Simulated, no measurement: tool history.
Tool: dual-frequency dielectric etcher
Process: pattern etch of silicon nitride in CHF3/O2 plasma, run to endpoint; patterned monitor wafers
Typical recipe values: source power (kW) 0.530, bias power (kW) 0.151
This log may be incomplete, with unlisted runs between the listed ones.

| run | hour | source power (kW) | bias power (kW) | incoming incoming film thickness, nm | endpoint time (s) |
|---|---|---|---|---|---|
| 1 | 0.0 | 0.530 | 0.137 | 104.0 | 77.1 |
| 2 | 59.6 | 0.530 | 0.161 | 103.8 | 72.5 |
| 3 | 89.2 | 0.530 | 0.151 | 103.1 | 74.1 |
| 4 | 236.5 | 0.530 | 0.151 | 103.2 | 75.0 |
| 5 | 269.7 | 0.530 | 0.151 | 104.1 | 75.8 |
| 6 | 326.8 | 0.530 | 0.174 | 103.3 | 71.7 |
| 7 | 376.0 | 0.530 | 0.140 | 103.0 | 77.9 |
|  | 431.1 | wet clean of the chamber |
| 8 | 447.6 | 0.530 | 0.151 | 104.8 | 75.1 |
| 9 | 513.3 | 0.530 | 0.151 | 104.1 | 74.8 |
| 10 | 538.6 | 0.530 | 0.151 | 102.8 | 74.5 |
| 11 | 579.8 | 0.530 | 0.151 | 102.4 | 74.2 |
| 12 | 632.9 | 0.530 | 0.151 | 102.5 | 74.3 |
| 13 | 669.8 | 0.430 | 0.151 | 102.7 | 82.7 |
| 14 | 729.1 | 0.530 | 0.151 | 102.4 | 74.8 |
| 15 | 761.7 | 0.530 | 0.151 | 103.2 | 75.6 |
| 16 | 815.3 | 0.460 | 0.141 | 102.9 | 83.1 |
|  | 864.5 | wet clean of the chamber |
| 17 | 867.8 | 0.530 | 0.151 | 103.3 | 73.4 |
|  | 894.5 | upper electrode replaced |
| 18 | 895.0 | 0.570 | 0.126 | 103.7 | 76.9 |
| 19 | 952.2 | 0.530 | 0.151 | 102.7 | 73.8 |
| 20 | 992.2 | 0.500 | 0.173 | 101.7 | 71.3 |
|  | 1042.8 | bias power generator calibrated |
|  | 1125.8 | source power generator calibrated |
| 21 | 1133.7 | 0.430 | 0.164 | 103.5 | 82.2 |
| 22 | 1158.1 | 0.530 | 0.151 | 103.1 | 76.4 |
| 23 | 1197.2 | 0.530 | 0.151 | 102.8 | 77.2 |
| 24 | 1234.5 | 0.530 | 0.151 | 104.5 | 77.9 |
| 25 | 1305.3 | 0.500 | 0.173 | 102.5 | 74.7 |
|  | 1347.5 | wet clean of the chamber |
| 26 | 1348.0 | 0.530 | 0.122 | 103.0 | 81.0 |
| 27 | 1383.1 | 0.460 | 0.128 | 102.2 | 84.1 |
| 28 | 1430.1 | 0.430 | 0.172 | 103.1 | 78.3 |
| 29 | 1483.2 | 0.530 | 0.151 | 104.5 | 76.6 |
| 30 | 1523.2 | 0.400 | 0.151 | 104.1 | 86.8 |
| 31 | 1581.9 | 0.450 | 0.151 | 103.0 | 81.6 |
| 32 | 1644.3 | 0.420 | 0.176 | 102.8 | 79.7 |
| 33 | 1704.4 | 0.530 | 0.151 | 103.8 | 77.2 |
|  | 1739.7 | wet clean of the chamber |
| 34 | 1740.2 | 0.530 | 0.151 | 102.4 | 73.3 |
| 35 | 1806.4 | 0.410 | 0.132 | 102.1 | 88.0 |
| 36 | 1835.8 | 0.640 | 0.181 | 103.4 | 64.2 |

Predict each of these 3 candidate next runs independently; none follows another, all start after run 36:
| A | 1836.2 | 0.530 | 0.151 | 104.5 | ? |
| B | 1836.2 | 0.660 | 0.135 | 104.5 | ? |
| C | 1836.2 | 0.410 | 0.137 | 104.5 | ? |

| run | endpoint time (s) |
|---|---|
| A | 75.8 |
| B | 71.6 |
| C | 89.0 |
With the hidden condition removed and each run's random variation left untouched, the same runs would have given:
| run | endpoint time (s) |
|---|---|
| A | 76.3 |
| B | 72.1 |
| C | 89.5 |
